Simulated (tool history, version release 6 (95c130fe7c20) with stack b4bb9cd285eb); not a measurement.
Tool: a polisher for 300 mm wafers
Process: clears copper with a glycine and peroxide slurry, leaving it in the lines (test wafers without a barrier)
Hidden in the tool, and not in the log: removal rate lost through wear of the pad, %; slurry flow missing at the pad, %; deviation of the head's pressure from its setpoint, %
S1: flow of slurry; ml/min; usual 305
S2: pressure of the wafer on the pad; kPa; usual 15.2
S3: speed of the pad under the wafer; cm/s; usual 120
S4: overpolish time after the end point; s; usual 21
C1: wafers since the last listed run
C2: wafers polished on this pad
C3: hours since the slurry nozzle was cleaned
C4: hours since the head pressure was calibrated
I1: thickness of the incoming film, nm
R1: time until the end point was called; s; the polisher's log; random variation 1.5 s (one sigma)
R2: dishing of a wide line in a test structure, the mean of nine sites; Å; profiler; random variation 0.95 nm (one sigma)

run   hour   S1    S2   S3  S4   C1    C2     C3      C4     I1     R1   R2
  1      0  305  15.2  120  21    0   128    235  1218.9  652.8  140.6  613
  2    8.7  305  15.2  120  21   94   222  243.7  1227.6  651.1    140  616
  3   25.8  305  15.2  120  21  184   406  260.8  1244.7  653.7  145.3  614
  4   41.2  305  15.2   92  21  166   573  276.2  1260.1  656.1  177.5  524
  5   58.7  305  15.2   92  21  189   762  293.7  1277.6  649.6  182.8  499
  6   72.2  305  15.2  120  31  145   908  307.2  1291.1  657.5  149.6  785
  7   86.2  305  15.2  120  31  151  1059  321.2  1305.1  647.9  150.9  796
        96  -- worn pad replaced by a new one
  8  103.9  305  15.2  120  31  148    85  338.9  1322.8  656.2  158.7  758
  9  113.7  305  15.2  120  21  105   191  348.7  1332.6    657  163.7  553
       123  -- head pressure recalibrated
 10  125.3  305  15.2  120  21  103   295  360.3     2.3  641.6  158.7  557
     137.2  -- slurry nozzle cleaned
     139.2  -- worn pad replaced by a new one, repeated, since the last time left the tool worse
 11  139.9  305  15.2  144  33  125     7    2.7    16.9  642.3  120.4  945
 12  154.9  305  12.4  120  13  162   169   17.7    31.9    655  168.9  365
 13  184.1  270  15.2  120  21  315   485   46.9    61.1  657.1  146.9  605
 14  195.3  305  15.2  120  21  121   606   58.1    72.3  659.1  147.7  612
 15  203.8  305  15.2  100  21   91   697   66.6    80.8  657.8  168.4  541
 16    214  255  16.5   84  28  110   808   76.8      91  662.9    187  630
 17  223.3  375  15.2   92  21  100   908   86.1   100.3  641.3  173.1  513
 18  232.9  305    20  120  33  103  1012   95.7   109.9  644.6  117.8  961

Hidden state or all else? Some run-to-run changes of R1, split into what the settings, what came in and random variation would give without the hidden state, and what is left for the hidden state (with any gauge scatter that isn't in both results):
Run 10 -> 11: S3 120 -> 144, S4 21 -> 33, slurry nozzle cleaned, worn pad replaced by a new one, repeated, since the last time left the tool worse. R1 -38.3 s: hidden state -22.4, all else -15.9.
Run 17 -> 18: S1 375 -> 305, S2 15.2 -> 20, S3 92 -> 120, S4 21 -> 33. R1 -55.3 s: hidden state -2.7, all else -52.6.
